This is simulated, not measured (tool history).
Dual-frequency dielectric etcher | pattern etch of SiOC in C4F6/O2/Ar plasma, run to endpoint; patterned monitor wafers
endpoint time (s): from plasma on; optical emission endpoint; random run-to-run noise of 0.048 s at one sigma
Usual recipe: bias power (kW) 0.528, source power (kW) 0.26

run	hour	bias power (kW)	source power (kW)	incoming incoming film thickness, nm	endpoint time (s)
1	0	0.528	0.26	43.93	15.2
2	35.5	0.528	0.26	44.12	15.2
3	55.4	0.528	0.26	43.9	15.2
4	95.2	0.528	0.26	43.86	15.3
5	127.1	0.528	0.24	43.7	15.7
6	144.6	0.443	0.26	43.78	16.3
7	170.8	0.443	0.26	43.8	16.2
8	201	0.443	0.26	43.16	16
# hour 245.5: upper electrode replaced
9	246	0.528	0.26	43.95	15.4
# hour 271.7: wet clean of the chamber
10	272.2	0.528	0.26	43.73	14.8
11	273.2	0.528	0.26	43.9	14.8
12	308.2	0.528	0.26	43.5	14.7
13	324.5	0.528	0.26	43.98	15
14	348.9	0.528	0.29	43.3	14.1
15	368.8	0.484	0.28	43.93	14.9
16	403.3	0.528	0.23	44.1	15.8
17	427.7	0.528	0.26	43.9	15.1
18	452.6	0.468	0.2	43.42	17.2
19	477.3	0.443	0.26	43.61	15.9

What does the tool deliver on the next run?
# hour 496.8: bias power generator calibrated
20	498.6	0.528	0.3	43.45	?

endpoint time (s): 14.1
With no hidden state in the tool, this same run would have given endpoint time (s) 14.
